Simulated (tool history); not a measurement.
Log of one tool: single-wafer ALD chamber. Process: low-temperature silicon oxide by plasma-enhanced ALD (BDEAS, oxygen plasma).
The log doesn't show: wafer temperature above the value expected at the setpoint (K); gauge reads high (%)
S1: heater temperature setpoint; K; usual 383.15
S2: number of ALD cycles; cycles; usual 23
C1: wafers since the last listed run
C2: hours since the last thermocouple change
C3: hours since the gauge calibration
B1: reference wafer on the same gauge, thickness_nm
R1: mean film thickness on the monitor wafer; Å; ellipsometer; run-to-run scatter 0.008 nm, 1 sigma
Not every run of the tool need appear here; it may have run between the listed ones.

run 1 hour=0 | S1=383.15 S2=23 | C1=0 C2=1386.2 C3=691 | B1=3.349 | R1=31.55
run 2 hour=53.4 | S1=383.15 S2=23 | C1=695 C2=1439.6 C3=744.4 | B1=3.349 | R1=31.58
run 3 hour=119 | S1=383.15 S2=25 | C1=854 C2=1505.2 C3=810 | B1=3.347 | R1=34.35
run 4 hour=167.9 | S1=383.15 S2=25 | C1=637 C2=1554.1 C3=858.9 | B1=3.343 | R1=34.21
run 5 hour=214.2 | S1=383.15 S2=23 | C1=603 C2=1600.4 C3=905.2 | B1=3.34 | R1=31.52
run 6 hour=267.7 | S1=383.15 S2=23 | C1=697 C2=1653.9 C3=958.7 | B1=3.336 | R1=31.4
run 7 hour=293.6 | S1=383.15 S2=23 | C1=337 C2=1679.8 C3=984.6 | B1=3.337 | R1=31.45
-- hour=335.4 gauge calibrated
run 8 hour=337.3 | S1=383.15 S2=23 | C1=569 C2=1723.5 C3=1.9 | B1=3.386 | R1=31.89
run 9 hour=361.8 | S1=383.15 S2=23 | C1=319 C2=1748 C3=26.4 | B1=3.386 | R1=31.82
run 10 hour=403.1 | S1=383.15 S2=23 | C1=538 C2=1789.3 C3=67.7 | B1=3.383 | R1=31.77
run 11 hour=449.9 | S1=383.15 S2=19 | C1=609 C2=1836.1 C3=114.5 | B1=3.382 | R1=26.36
run 12 hour=479.3 | S1=388.15 S2=19 | C1=383 C2=1865.5 C3=143.9 | B1=3.379 | R1=25.98
run 13 hour=537.3 | S1=387.15 S2=26 | C1=755 C2=1923.5 C3=201.9 | B1=3.374 | R1=35.79
run 14 hour=591.8 | S1=396.15 S2=23 | C1=710 C2=1978 C3=256.4 | B1=3.374 | R1=31.04
-- hour=640.5 thermocouple changed; heater temperature recalibrated
run 15 hour=651.4 | S1=397.15 S2=27 | C1=672 C2=10.9 C3=316 | B1=3.369 | R1=36.44
run 16 hour=723 | S1=388.15 S2=24 | C1=933 C2=82.5 C3=387.6 | B1=3.365 | R1=32.58
run 17 hour=793.4 | S1=393.15 S2=20 | C1=917 C2=152.9 C3=458 | B1=3.361 | R1=26.97
run 18 hour=860.1 | S1=383.15 S2=23 | C1=869 C2=219.6 C3=524.7 | B1=3.357 | R1=31.6
run 19 hour=901 | S1=383.15 S2=23 | C1=533 C2=260.5 C3=565.6 | B1=3.355 | R1=31.59
run 20 hour=950.2 | S1=391.15 S2=21 | C1=641 C2=309.7 C3=614.8 | B1=3.354 | R1=28.34
run 21 hour=979.2 | S1=379.15 S2=26 | C1=377 C2=338.7 C3=643.8 | B1=3.352 | R1=35.87

List, for all runs, the conditions of the tool that the log does not record:
wafer temperature above the value expected at the setpoint (K): 0 across all the runs
H1: gauge reads high (%)
run=1 H1=-1.12
run=2 H1=-1.21
run=3 H1=-1.32
run=4 H1=-1.4
run=5 H1=-1.48
run=6 H1=-1.57
run=7 H1=-1.61
run=8 H1=-0.0878
run=9 H1=-0.129
run=10 H1=-0.198
run=11 H1=-0.277
run=12 H1=-0.327
run=13 H1=-0.424
run=14 H1=-0.516
run=15 H1=-0.616
run=16 H1=-0.736
run=17 H1=-0.855
run=18 H1=-0.967
run=19 H1=-1.04
run=20 H1=-1.12
run=21 H1=-1.17
